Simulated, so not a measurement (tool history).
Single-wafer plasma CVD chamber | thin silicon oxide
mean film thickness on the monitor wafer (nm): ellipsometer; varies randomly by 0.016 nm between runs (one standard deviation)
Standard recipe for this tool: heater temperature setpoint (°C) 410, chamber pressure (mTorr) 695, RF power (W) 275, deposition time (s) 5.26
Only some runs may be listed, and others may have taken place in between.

run   hour  heater temperature setpoint (°C)  chamber pressure (mTorr)  RF power (W)  deposition time (s)  wafers since the last listed run  hours since the last thermocouple change  hours since the last RF generator calibration  hours since the last manometer calibration  hours since the showerhead was replaced  hours since the gauge calibration  read-back reference wafer on the same gauge, thickness_nm  mean film thickness on the monitor wafer (nm)
  1    0.0                               410                       695           275                 5.26                                 0                                    2421.2                                         1661.7                                      2125.1                                   4938.5                              425.0                                                      7.782                                          7.089
  2   34.9                               410                       695           275                 5.26                              1051                                    2456.1                                         1696.6                                      2160.0                                   4973.4                              459.9                                                      7.781                                          7.091
  3   81.1                               410                       695           275                 5.26                              1392                                    2502.3                                         1742.8                                      2206.2                                   5019.6                              506.1                                                      7.782                                          7.138
  4  116.1                               410                       695           275                 5.26                              1054                                    2537.3                                         1777.8                                      2241.2                                   5054.6                              541.1                                                      7.784                                          7.122
  5  140.4                               410                       695           275                 5.26                               732                                    2561.6                                         1802.1                                      2265.5                                   5078.9                              565.4                                                      7.781                                          7.095
  6  194.0                               410                       695           275                 4.80                              1615                                    2615.2                                         1855.7                                      2319.1                                   5132.5                              619.0                                                      7.778                                          6.443
  7  238.6                               410                       695           275                 4.80                              1344                                    2659.8                                         1900.3                                      2363.7                                   5177.1                              663.6                                                      7.782                                          6.486
     244.8  -- gauge calibrated
     257.5  -- capacitance manometer re-zeroed and calibrated
  8  412.4                               410                       695           275                 4.80                              4996                                    2833.6                                         2074.1                                       154.9                                   5350.9                              167.6                                                      7.779                                          6.659
  9  440.0                               410                       695           275                 5.26                               831                                    2861.2                                         2101.7                                       182.5                                   5378.5                              195.2                                                      7.775                                          7.293
     502.7  -- RF generator calibrated
 10  503.2                               420                       567           300                 4.54                              1663                                    2924.4                                            0.5                                       245.7                                   5441.7                              258.4                                                      7.778                                          5.438
     537.1  -- thermocouple changed; heater temperature recalibrated
     538.0  -- showerhead replaced
 11  538.5                               410                       695           230                 5.26                               794                                       1.4                                           35.8                                       281.0                                      0.5                              293.7                                                      7.780                                          6.727
 12  562.7                               410                       695           275                 5.26                               729                                      25.6                                           60.0                                       305.2                                     24.7                              317.9                                                      7.786                                          7.263
 13  609.5                               402                       637           230                 4.94                              1410                                      72.4                                          106.8                                       352.0                                     71.5                              364.7                                                      7.783                                          5.901
 14  662.7                               401                       695           295                 5.67                              1603                                     125.6                                          160.0                                       405.2                                    124.7                              417.9                                                      7.782                                          8.021
 15  701.2                               410                       566           275                 4.43                              1160                                     164.1                                          198.5                                       443.7                                    163.2                              456.4                                                      7.782                                          5.106
 16  734.5                               398                       695           250                 5.26                              1003                                     197.4                                          231.8                                       477.0                                    196.5                              489.7                                                      7.777                                          6.999
 17  771.1                               410                       695           275                 5.26                              1102                                     234.0                                          268.4                                       513.6                                    233.1                              526.3                                                      7.783                                          7.215
     777.2  -- gauge calibrated
 18  805.7                               396                       790           305                 5.26                              1042                                     268.6                                          303.0                                       548.2                                    267.7                               28.5                                                      7.789                                          8.400

Forecast each of these 4 alternatives for the next run:
  A  806.1                               396                       695           275                 5.26                                12                                     269.0                                          303.4                                       548.6                                    268.1                               28.9                                                          ?                                              ?
  B  806.1                               410                       695           300                 4.54                                12                                     269.0                                          303.4                                       548.6                                    268.1                               28.9                                                          ?                                              ?
  C  806.1                               410                       695           275                 4.72                                12                                     269.0                                          303.4                                       548.6                                    268.1                               28.9                                                          ?                                              ?
  D  806.1                               398                       857           305                 5.26                                12                                     269.0                                          303.4                                       548.6                                    268.1                               28.9                                                          ?                                              ?

run  read-back reference wafer on the same gauge, thickness_nm  mean film thickness on the monitor wafer (nm)
  A                                                      7.773                                          7.297
  B                                                      7.773                                          6.463
  C                                                      7.773                                          6.497
  D                                                      7.773                                          9.000
Stripped of hidden state, with their random variation kept, the same runs would have yielded:
run  mean film thickness on the monitor wafer (nm)
  A                                          7.410
  B                                          6.564
  C                                          6.597
  D                                          9.128

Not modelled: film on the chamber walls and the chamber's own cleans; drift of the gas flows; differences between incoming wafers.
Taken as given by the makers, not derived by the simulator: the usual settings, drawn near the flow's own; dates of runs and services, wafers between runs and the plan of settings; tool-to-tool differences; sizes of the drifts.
